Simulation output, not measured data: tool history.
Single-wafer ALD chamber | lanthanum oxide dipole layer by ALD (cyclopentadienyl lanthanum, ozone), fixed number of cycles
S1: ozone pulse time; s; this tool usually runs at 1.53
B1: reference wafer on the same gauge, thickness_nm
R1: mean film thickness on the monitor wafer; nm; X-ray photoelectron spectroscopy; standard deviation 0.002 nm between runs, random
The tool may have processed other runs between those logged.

run 1 day=0 | S1=1.98 | B1=0.521 | R1=0.53
run 2 day=2.404 | S1=1.98 | B1=0.521 | R1=0.531
-- day=3.258 gauge calibrated
run 3 day=6.179 | S1=1.53 | B1=0.521 | R1=0.49
run 4 day=8.088 | S1=1.53 | B1=0.521 | R1=0.49
run 5 day=11.738 | S1=1.53 | B1=0.521 | R1=0.488
run 6 day=15.454 | S1=1.53 | B1=0.521 | R1=0.488
run 7 day=18.308 | S1=1.53 | B1=0.521 | R1=0.488
run 8 day=22.629 | S1=1.53 | B1=0.521 | R1=0.49
run 9 day=25.446 | S1=2.02 | B1=0.521 | R1=0.527
-- day=26.138 thermocouple changed; heater temperature recalibrated
run 10 day=28.796 | S1=1.89 | B1=0.521 | R1=0.523
run 11 day=32.767 | S1=2.12 | B1=0.521 | R1=0.526
run 12 day=35.496 | S1=2.09 | B1=0.522 | R1=0.528
run 13 day=37.775 | S1=1.18 | B1=0.521 | R1=0.416
-- day=39.671 ozone generator serviced
-- day=41.208 gauge calibrated
run 14 day=41.25 | S1=1.53 | B1=0.521 | R1=0.518
-- day=44.408 showerhead replaced
run 15 day=52.846 | S1=1.99 | B1=0.522 | R1=0.538
run 16 day=55.796 | S1=0.97 | B1=0.521 | R1=0.377

Predict each of these 3 candidate next runs independently; none follows another, all start after run 16:
run A day=55.812 | S1=2.11 | B1=? | R1=?
run B day=55.812 | S1=1.29 | B1=? | R1=?
run C day=55.812 | S1=1.23 | B1=? | R1=?

run=A B1=0.52 R1=0.539
run=B B1=0.52 R1=0.473
run=C B1=0.52 R1=0.46
What these runs would have given with no unlogged condition in the tool:
run=A R1=0.544
run=B R1=0.495
run=C R1=0.485
